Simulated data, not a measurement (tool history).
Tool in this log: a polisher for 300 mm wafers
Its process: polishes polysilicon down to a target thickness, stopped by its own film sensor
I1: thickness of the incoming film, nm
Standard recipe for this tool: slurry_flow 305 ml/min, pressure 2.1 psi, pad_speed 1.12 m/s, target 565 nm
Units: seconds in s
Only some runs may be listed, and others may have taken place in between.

run 1 day=0.000 | slurry_flow=305 pressure=2.1 pad_speed=1.12 target=565 | I1=1250.5 | seconds=80.6
-- day=0.604 slurry nozzle cleaned
run 2 day=1.546 | slurry_flow=305 pressure=2.1 pad_speed=1.12 target=565 | I1=1256.6 | seconds=72.7
-- day=4.012 worn pad replaced by a new one
run 3 day=4.033 | slurry_flow=305 pressure=2.1 pad_speed=1.42 target=565 | I1=1251.2 | seconds=67.5
run 4 day=5.500 | slurry_flow=305 pressure=2.1 pad_speed=1.42 target=565 | I1=1236.2 | seconds=64.5
run 5 day=7.108 | slurry_flow=305 pressure=2.1 pad_speed=1.42 target=387 | I1=1250.2 | seconds=81.4
run 6 day=8.612 | slurry_flow=305 pressure=2.1 pad_speed=1.42 target=387 | I1=1258.6 | seconds=88.1
-- day=9.583 worn pad replaced by a new one
-- day=10.204 head pressure recalibrated
run 7 day=10.225 | slurry_flow=305 pressure=2.1 pad_speed=1.12 target=565 | I1=1227.4 | seconds=73.4
run 8 day=11.521 | slurry_flow=410 pressure=2.7 pad_speed=1.12 target=345 | I1=1245.1 | seconds=75.5
run 9 day=12.692 | slurry_flow=210 pressure=1.9 pad_speed=0.76 target=789 | I1=1237.7 | seconds=77.4
-- day=15.329 worn pad replaced by a new one
run 10 day=18.821 | slurry_flow=305 pressure=1.4 pad_speed=1.12 target=565 | I1=1233.3 | seconds=115.2
-- day=19.100 slurry nozzle cleaned
-- day=20.629 worn pad replaced by a new one
run 11 day=20.650 | slurry_flow=225 pressure=2.1 pad_speed=1.12 target=414 | I1=1255.5 | seconds=95.2
run 12 day=22.233 | slurry_flow=405 pressure=2.1 pad_speed=1.12 target=369 | I1=1265.9 | seconds=92.7
run 13 day=24.167 | slurry_flow=305 pressure=2.1 pad_speed=1.12 target=565 | I1=1226.0 | seconds=74.3
run 14 day=25.554 | slurry_flow=270 pressure=2.1 pad_speed=0.80 target=485 | I1=1237.5 | seconds=103.5
-- day=26.304 worn pad replaced by a new one
run 15 day=26.592 | slurry_flow=305 pressure=2.1 pad_speed=1.12 target=565 | I1=1247.7 | seconds=79.2

What if the next run were any one of these 4? Each begins from the tool's condition after run 15:
run A day=26.608 | slurry_flow=305 pressure=2.1 pad_speed=1.12 target=565 | I1=1226.8 | seconds=?
run B day=26.608 | slurry_flow=305 pressure=2.1 pad_speed=1.32 target=487 | I1=1226.8 | seconds=?
run C day=26.608 | slurry_flow=360 pressure=2.1 pad_speed=1.12 target=732 | I1=1226.8 | seconds=?
run D day=26.608 | slurry_flow=230 pressure=1.7 pad_speed=1.12 target=565 | I1=1226.8 | seconds=?

run=A seconds=74.2
run=B seconds=74.7
run=C seconds=54.2
run=D seconds=96.5
Take away the tool's hidden state, keep each run's random variation, and the runs would have read:
run=A seconds=70.3
run=B seconds=70.7
run=C seconds=51.8
run=D seconds=89.7

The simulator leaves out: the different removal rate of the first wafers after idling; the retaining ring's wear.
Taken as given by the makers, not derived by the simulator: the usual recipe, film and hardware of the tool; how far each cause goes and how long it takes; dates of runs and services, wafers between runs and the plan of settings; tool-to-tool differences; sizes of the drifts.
